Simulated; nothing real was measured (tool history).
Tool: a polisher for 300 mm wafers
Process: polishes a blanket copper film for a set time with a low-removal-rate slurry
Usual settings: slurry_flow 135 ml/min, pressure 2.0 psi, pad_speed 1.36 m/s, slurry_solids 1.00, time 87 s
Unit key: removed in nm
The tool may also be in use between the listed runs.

run   hour  slurry_flow  pressure  pad_speed  slurry_solids  time  incoming thickness of the incoming film, nm  removed
  1    0.0          135       2.0       1.36           1.00    87                                        687.6    202.7
  2    9.2          135       2.0       1.36           1.00    87                                        692.2    195.2
  3   21.1          135       2.0       1.36           1.00    87                                        698.9    195.3
  4   64.3          135       2.0       1.36           1.00    87                                        699.0    188.7
  5   73.2          135       2.0       1.36           1.00    87                                        675.8    188.8
  6   84.8          135       2.0       1.36           1.00    87                                        693.4    191.6
  7   93.4          135       2.0       1.36           1.00    87                                        692.8    188.5
  8  108.4          135       2.0       1.36           1.00    87                                        691.2    186.4
     111.1  -- slurry blender recalibrated
  9  120.5          135       2.0       1.36           1.00    87                                        700.3    188.0
     124.0  -- head pressure recalibrated
 10  131.5          110       2.0       1.36           1.00    70                                        687.9    145.6
 11  142.4          135       2.0       1.36           1.00    87                                        696.4    185.6
     160.7  -- worn pad replaced by a new one
 12  161.2          135       2.0       1.36           1.00    87                                        681.4    206.1
     175.7  -- slurry nozzle cleaned
 13  176.1          135       2.0       1.36           1.15    87                                        678.9    210.6
 14  188.2          135       2.0       1.18           1.00    87                                        679.7    179.4
 15  195.0          135       1.4       1.60           0.90    87                                        687.8    151.3
 16  213.0          135       2.0       0.92           1.10    87                                        698.8    149.6
 17  219.9          135       1.5       1.36           1.00   105                                        701.4    175.6
 18  236.2          135       2.5       1.36           1.25    87                                        686.8    249.7

Branching from run 18: 3 alternative next runs. What would each branch give?
  A  236.6          135       2.0       1.36           1.00    87                                        675.5        ?
  B  236.6          110       2.0       1.36           1.00    87                                        675.5        ?
  C  236.6          135       2.0       1.06           1.00    87                                        675.5        ?

run  removed
  A    188.9
  B    183.4
  C    157.1
Without the tool's hidden state the same runs would have given:
run  removed
  A    208.6
  B    202.5
  C    173.4

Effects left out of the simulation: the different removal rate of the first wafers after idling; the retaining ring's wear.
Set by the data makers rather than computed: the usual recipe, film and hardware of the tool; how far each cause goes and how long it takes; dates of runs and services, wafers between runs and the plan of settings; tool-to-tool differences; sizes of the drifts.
